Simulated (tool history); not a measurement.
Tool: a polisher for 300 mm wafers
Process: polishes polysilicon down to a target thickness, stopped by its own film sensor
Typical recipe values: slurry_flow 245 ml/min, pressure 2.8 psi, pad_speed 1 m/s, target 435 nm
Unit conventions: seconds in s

| run | hour | slurry_flow | pressure | pad_speed | target | wafers since the last listed run | wafers polished on this pad | hours since the slurry nozzle was cleaned | hours since the head pressure was calibrated | incoming thickness of the incoming film, nm | seconds |
|---|---|---|---|---|---|---|---|---|---|---|---|
| 1 | 0 | 245 | 3.6 | 1 | 435 | 0 | 552 | 228.5 | 303.1 | 1031.3 | 62.2 |
| 2 | 17.6 | 245 | 3.6 | 1 | 435 | 130 | 683 | 246.1 | 320.7 | 1047.8 | 62 |
| 3 | 41.9 | 245 | 2.8 | 1 | 435 | 180 | 863 | 270.4 | 345 | 1023.6 | 74.2 |
| 4 | 71.3 | 245 | 2.8 | 1 | 503 | 217 | 1081 | 299.8 | 374.4 | 1047.1 | 68.5 |
|  | 91.9 | worn pad replaced by a new one |
| 5 | 105.2 | 245 | 2.8 | 1 | 503 | 221 | 98 | 333.7 | 408.3 | 1046.1 | 68.8 |
| 6 | 131.4 | 245 | 2.8 | 0.86 | 435 | 194 | 292 | 359.9 | 434.5 | 1035.3 | 86.7 |
| 7 | 153.8 | 245 | 2.8 | 0.86 | 435 | 166 | 458 | 382.3 | 456.9 | 1033.4 | 88.2 |
| 8 | 186.9 | 275 | 2.8 | 1 | 435 | 245 | 703 | 415.4 | 490 | 1030.6 | 72.6 |
| 9 | 237.8 | 275 | 2.8 | 1 | 435 | 377 | 1081 | 466.3 | 540.9 | 1031.3 | 73.5 |
|  | 264.1 | worn pad replaced by a new one |
| 10 | 264.6 | 245 | 2.8 | 1 | 435 | 169 | 4 | 493.1 | 567.7 | 1024.2 | 72.8 |
| 11 | 279.3 | 245 | 2.8 | 0.84 | 435 | 108 | 112 | 507.8 | 582.4 | 1031 | 88.9 |
| 12 | 340.7 | 245 | 3.7 | 1 | 435 | 455 | 568 | 569.2 | 643.8 | 1037.3 | 58.7 |

Forecast run 13:
| 13 | 360.6 | 195 | 2 | 0.8 | 435 | 147 | 715 | 589.1 | 663.7 | 1032.8 | ? |

{"run 13": {"seconds": 129.8}}
On a tool with no hidden condition, and with the same random variation, this run would have come out at seconds 145 s.
